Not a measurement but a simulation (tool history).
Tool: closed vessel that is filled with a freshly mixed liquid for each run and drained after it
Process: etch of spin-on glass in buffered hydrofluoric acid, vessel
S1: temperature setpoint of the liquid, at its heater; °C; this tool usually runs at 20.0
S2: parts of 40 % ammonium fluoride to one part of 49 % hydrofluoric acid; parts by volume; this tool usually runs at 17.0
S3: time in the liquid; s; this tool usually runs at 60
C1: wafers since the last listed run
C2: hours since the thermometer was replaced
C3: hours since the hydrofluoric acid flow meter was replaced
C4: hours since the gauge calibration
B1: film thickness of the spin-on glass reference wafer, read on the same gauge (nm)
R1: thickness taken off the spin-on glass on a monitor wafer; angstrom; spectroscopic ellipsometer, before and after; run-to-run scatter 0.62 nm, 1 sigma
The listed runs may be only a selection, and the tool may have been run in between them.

run,hour,S1,S2,S3,C1,C2,C3,C4,B1,R1
1,0.0,20.0,17.0,60,0,2509.7,1190.4,269.8,79.82,839.3
2,13.1,20.0,17.0,60,1593,2522.8,1203.5,282.9,79.73,829.8
3,42.7,20.0,15.0,45,3601,2552.4,1233.1,312.5,79.65,719.0
4,70.2,20.0,15.0,45,3345,2579.9,1260.6,340.0,79.54,720.3
5,99.5,20.0,15.0,45,3564,2609.2,1289.9,369.3,79.47,706.5
6,122.8,18.0,17.0,60,2834,2632.5,1313.2,392.6,79.31,757.2
7,140.4,18.0,17.0,60,2141,2650.1,1330.8,410.2,79.25,758.1
8,154.1,20.0,17.0,60,1666,2663.8,1344.5,423.9,79.28,849.6
# hour 200.8: thermometer replaced
9,261.9,20.0,17.0,60,12993,61.1,1452.3,531.7,78.70,825.0
# hour 274.3: hydrofluoric acid flow meter replaced
10,280.5,20.0,17.0,60,2141,79.7,6.2,550.3,78.59,821.6
11,307.4,24.0,17.0,45,3272,106.6,33.1,577.2,78.49,772.9
12,335.9,17.0,23.0,60,3467,135.1,61.6,605.7,78.27,545.7
13,360.5,20.0,17.0,60,2992,159.7,86.2,630.3,78.15,829.0
14,393.7,20.0,10.5,90,4039,192.9,119.4,663.5,77.93,2004.5
# hour 428.0: gauge calibrated
15,458.1,20.0,17.0,75,7835,257.3,183.8,30.1,80.01,1047.4
16,473.5,20.0,17.0,30,1873,272.7,199.2,45.5,79.98,419.9
17,492.0,23.5,19.0,85,2250,291.2,217.7,64.0,80.04,1300.1
18,527.2,24.0,14.0,75,4282,326.4,252.9,99.2,79.99,1603.8
19,550.9,20.0,17.0,60,2883,350.1,276.6,122.9,79.92,850.4
20,571.6,23.0,17.0,30,2518,370.8,297.3,143.6,79.93,493.9

How the hidden state differs across the entries between the runs, from the last listed run before each to the first after it:
From run 8 to run 9: thermometer replaced (hour 200.8)
  gauge reads high (%): -0.964 -> -1.61
  measured value less the no-hidden-state value, R1: -8.2 -> -13.5 angstrom
From run 9 to run 10: hydrofluoric acid flow meter replaced (hour 274.3)
  gauge reads high (%): -1.61 -> -1.74
  measured value less the no-hidden-state value, R1: -13.5 -> -14.5 angstrom
From run 14 to run 15: gauge calibrated (hour 428.0)
  gauge reads high (%): -2.6 -> 0.0413
  measured value less the no-hidden-state value, R1: -53.6 -> +0.4 angstrom

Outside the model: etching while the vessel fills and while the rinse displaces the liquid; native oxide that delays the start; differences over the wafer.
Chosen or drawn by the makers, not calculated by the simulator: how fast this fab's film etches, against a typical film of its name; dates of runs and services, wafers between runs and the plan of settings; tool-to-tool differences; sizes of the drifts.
